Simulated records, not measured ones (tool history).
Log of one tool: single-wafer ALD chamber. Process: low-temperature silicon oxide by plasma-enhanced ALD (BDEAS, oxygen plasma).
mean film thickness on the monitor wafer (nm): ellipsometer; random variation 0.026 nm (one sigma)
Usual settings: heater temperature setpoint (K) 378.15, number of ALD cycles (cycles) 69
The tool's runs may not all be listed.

| run | day | heater temperature setpoint (K) | number of ALD cycles (cycles) | read-back reference wafer on the same gauge, thickness_nm | mean film thickness on the monitor wafer (nm) |
|---|---|---|---|---|---|
| 1 | 0.000 | 378.15 | 69 | 10.303 | 10.296 |
| 2 | 0.625 | 378.15 | 69 | 10.306 | 10.257 |
| 3 | 3.812 | 378.15 | 75 | 10.301 | 11.153 |
| 4 | 6.621 | 378.15 | 75 | 10.301 | 11.190 |
| 5 | 7.496 | 389.15 | 69 | 10.300 | 10.102 |
| 6 | 8.854 | 389.15 | 69 | 10.288 | 10.040 |
| 7 | 9.675 | 389.15 | 69 | 10.304 | 10.090 |
| 8 | 10.683 | 378.15 | 69 | 10.294 | 10.284 |
| 9 | 11.996 | 391.15 | 82 | 10.286 | 11.931 |
| 10 | 12.692 | 390.15 | 69 | 10.293 | 10.046 |
| 11 | 13.475 | 378.15 | 69 | 10.316 | 10.231 |
| 12 | 14.471 | 368.15 | 60 | 10.294 | 9.117 |
| 13 | 15.096 | 386.15 | 62 | 10.303 | 9.124 |
| 14 | 16.171 | 378.15 | 69 | 10.297 | 10.295 |
| 15 | 17.258 | 386.15 | 82 | 10.306 | 12.066 |
| 16 | 18.500 | 369.15 | 79 | 10.305 | 12.020 |
| 17 | 19.638 | 389.15 | 62 | 10.293 | 9.082 |

Not shown: 2 entries that the log had between the listed runs. Between which runs, and how does the tool's hidden state differ before and after?
Between runs 6 and 7: gauge calibrated (day 9.454)
  no hidden state differs between the two runs
Between runs 8 and 9: thermocouple changed; heater temperature recalibrated (day 11.479)
  no hidden state differs between the two runs

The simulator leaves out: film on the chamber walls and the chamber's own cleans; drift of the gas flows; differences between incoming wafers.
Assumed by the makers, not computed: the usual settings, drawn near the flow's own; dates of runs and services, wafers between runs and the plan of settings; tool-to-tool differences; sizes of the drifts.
